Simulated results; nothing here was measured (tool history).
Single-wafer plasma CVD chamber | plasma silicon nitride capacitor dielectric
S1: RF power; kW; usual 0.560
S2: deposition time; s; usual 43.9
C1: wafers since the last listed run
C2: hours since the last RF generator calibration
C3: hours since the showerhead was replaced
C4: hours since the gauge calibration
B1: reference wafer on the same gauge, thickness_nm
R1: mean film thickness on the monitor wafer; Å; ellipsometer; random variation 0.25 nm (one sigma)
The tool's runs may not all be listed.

{"run": 1, "hour": 0.0, "S1": 0.56, "S2": 38.9, "C1": 0, "C2": 2025.4, "C3": 4265.8, "C4": 179.2, "B1": 67.527, "R1": 600.48}
{"hour": 6.3, "done": "gauge calibrated"}
{"run": 2, "hour": 49.3, "S1": 0.56, "S2": 38.9, "C1": 881, "C2": 2074.7, "C3": 4315.1, "C4": 43.0, "B1": 67.562, "R1": 601.15}
{"run": 3, "hour": 67.1, "S1": 0.56, "S2": 38.9, "C1": 318, "C2": 2092.5, "C3": 4332.9, "C4": 60.8, "B1": 67.518, "R1": 597.22}
{"hour": 79.3, "done": "showerhead replaced"}
{"run": 4, "hour": 81.0, "S1": 0.56, "S2": 39.0, "C1": 105, "C2": 2106.4, "C3": 1.7, "C4": 74.7, "B1": 67.451, "R1": 596.62}
{"run": 5, "hour": 90.7, "S1": 0.61, "S2": 43.9, "C1": 173, "C2": 2116.1, "C3": 11.4, "C4": 84.4, "B1": 67.518, "R1": 693.05}
{"run": 6, "hour": 104.5, "S1": 0.61, "S2": 43.9, "C1": 246, "C2": 2129.9, "C3": 25.2, "C4": 98.2, "B1": 67.526, "R1": 688.54}
{"run": 7, "hour": 114.8, "S1": 0.61, "S2": 43.9, "C1": 184, "C2": 2140.2, "C3": 35.5, "C4": 108.5, "B1": 67.508, "R1": 693.18}
{"run": 8, "hour": 122.6, "S1": 0.56, "S2": 43.9, "C1": 139, "C2": 2148.0, "C3": 43.3, "C4": 116.3, "B1": 67.538, "R1": 677.28}
{"run": 9, "hour": 137.1, "S1": 0.485, "S2": 39.5, "C1": 259, "C2": 2162.5, "C3": 57.8, "C4": 130.8, "B1": 67.475, "R1": 588.9}
{"hour": 158.1, "done": "RF generator calibrated"}
{"run": 10, "hour": 158.6, "S1": 0.56, "S2": 38.9, "C1": 241, "C2": 0.5, "C3": 79.3, "C4": 152.3, "B1": 67.499, "R1": 594.43}
{"run": 11, "hour": 160.9, "S1": 0.53, "S2": 38.2, "C1": 41, "C2": 2.8, "C3": 81.6, "C4": 154.6, "B1": 67.547, "R1": 583.34}
{"run": 12, "hour": 171.5, "S1": 0.615, "S2": 51.0, "C1": 189, "C2": 13.4, "C3": 92.2, "C4": 165.2, "B1": 67.556, "R1": 800.03}
{"hour": 173.8, "done": "gauge calibrated"}
{"run": 13, "hour": 188.5, "S1": 0.645, "S2": 37.5, "C1": 303, "C2": 30.4, "C3": 109.2, "C4": 14.7, "B1": 67.492, "R1": 591.88}
{"run": 14, "hour": 205.1, "S1": 0.56, "S2": 48.7, "C1": 296, "C2": 47.0, "C3": 125.8, "C4": 31.3, "B1": 67.511, "R1": 744.93}
{"run": 15, "hour": 211.3, "S1": 0.56, "S2": 43.9, "C1": 110, "C2": 53.2, "C3": 132.0, "C4": 37.5, "B1": 67.443, "R1": 680.62}
{"run": 16, "hour": 222.8, "S1": 0.455, "S2": 46.8, "C1": 205, "C2": 64.7, "C3": 143.5, "C4": 49.0, "B1": 67.51, "R1": 679.12}

3 ways to go on from here, each from the tool as it stands after run 16. What would each give?
{"run": "A", "hour": 223.2, "S1": 0.56, "S2": 51.5, "C1": 7, "C2": 65.1, "C3": 143.9, "C4": 49.4, "B1": "?", "R1": "?"}
{"run": "B", "hour": 223.2, "S1": 0.515, "S2": 50.5, "C1": 7, "C2": 65.1, "C3": 143.9, "C4": 49.4, "B1": "?", "R1": "?"}
{"run": "C", "hour": 223.2, "S1": 0.665, "S2": 38.3, "C1": 7, "C2": 65.1, "C3": 143.9, "C4": 49.4, "B1": "?", "R1": "?"}

run=A B1=67.514 R1=788.85
run=B B1=67.514 R1=757.96
run=C B1=67.514 R1=612.24
Without the tool's hidden state the same runs would have given:
run=A R1=788.85
run=B R1=757.96
run=C R1=612.24
